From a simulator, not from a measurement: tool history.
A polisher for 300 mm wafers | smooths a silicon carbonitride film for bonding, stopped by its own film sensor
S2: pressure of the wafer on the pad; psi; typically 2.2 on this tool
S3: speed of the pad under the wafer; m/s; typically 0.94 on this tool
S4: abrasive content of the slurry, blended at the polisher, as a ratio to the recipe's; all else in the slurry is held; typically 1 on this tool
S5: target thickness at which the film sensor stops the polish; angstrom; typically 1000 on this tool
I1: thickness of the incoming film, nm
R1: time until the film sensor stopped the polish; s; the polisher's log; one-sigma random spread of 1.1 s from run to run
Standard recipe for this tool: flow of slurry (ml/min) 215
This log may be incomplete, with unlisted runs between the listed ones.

Run 1, hour 0: usual settings; I1 119.6. Result: R1 83.7 s.
Run 2, hour 6.8: usual settings; I1 119.8. Result: R1 83.8 s.
Run 3, hour 12.8: usual settings; I1 120.3. Result: R1 85.7 s.
At hour 20: worn pad replaced by a new one.
Run 4, hour 43.4: usual settings; I1 121.2. Result: R1 91.4 s.
Run 5, hour 57.7: usual settings; I1 122.2. Result: R1 96 s.
Run 6, hour 73.3: usual settings but S2 1.7 psi; I1 120.6. Result: R1 115.2 s.
Run 7, hour 85.9: usual settings but S2 1.7 psi; I1 118.6. Result: R1 106.4 s.
Run 8, hour 103: usual settings but S2 1.7 psi; I1 120.2. Result: R1 111.7 s.
At hour 109.5: worn pad replaced by a new one.
Run 9, hour 142.8: usual settings but S3 0.74 m/s; I1 120.5. Result: R1 110.3 s.
Run 10, hour 150.8: usual settings but S3 0.74 m/s; I1 121.6. Result: R1 113.8 s.
At hour 163: head pressure recalibrated.
Run 11, hour 165.2: usual settings; I1 119.6. Result: R1 69.8 s.
At hour 179.9: slurry nozzle cleaned.
Run 12, hour 180.4: usual settings but S3 1.14 m/s, S4 0.9; I1 121. Result: R1 68.2 s.
At hour 186: worn pad replaced by a new one.
At hour 205.7: head pressure recalibrated, repeated, since the last time left the tool worse.
At hour 210.5: slurry blender recalibrated.
Run 13, hour 229.3: usual settings; I1 121.3. Result: R1 88 s.
Run 14, hour 238.8: usual settings but flow of slurry (ml/min) 285, S3 1.12 m/s, S4 1.15; I1 119.7. Result: R1 67.5 s.
Run 15, hour 255.3: usual settings but flow of slurry (ml/min) 265, S3 0.84 m/s; I1 120.9. Result: R1 90.5 s.
Run 16, hour 264.3: usual settings but flow of slurry (ml/min) 240, S2 1.4 psi, S4 1.1, S5 1060 angstrom; I1 120.7. Result: R1 91 s.
At hour 279.5: worn pad replaced by a new one.
Run 17, hour 280: usual settings but flow of slurry (ml/min) 165, S2 2.5 psi; I1 118.3. Result: R1 67 s.
Run 18, hour 286.6: usual settings but S2 1.7 psi, S4 0.75; I1 120.9. Result: R1 125.4 s.
Run 19, hour 300.1: usual settings but S3 1.08 m/s, S4 1.2; I1 120.7. Result: R1 72.3 s.
Run 20, hour 308: usual settings but flow of slurry (ml/min) 195, S5 950 angstrom; I1 120.2. Result: R1 106.1 s.

What the log doesn't show, run by run:
removal rate lost through wear of the pad, %: 0 on each run
slurry flow missing at the pad, %: 0 on each run
abrasive missing from the slurry, %: 0 on each run
H1: deviation of the head's pressure from its setpoint, %
run      H1
  1    -3.5
  2   -3.66
  3   -3.81
  4    -4.6
  5   -4.99
  6   -5.43
  7   -5.79
  8    -6.3
  9   -7.55
 10   -7.81
 11    15.6
 12    15.6
 13  -0.169
 14  -0.185
 15  -0.224
 16  -0.252
 17  -0.312
 18  -0.342
 19   -0.41
 20  -0.455
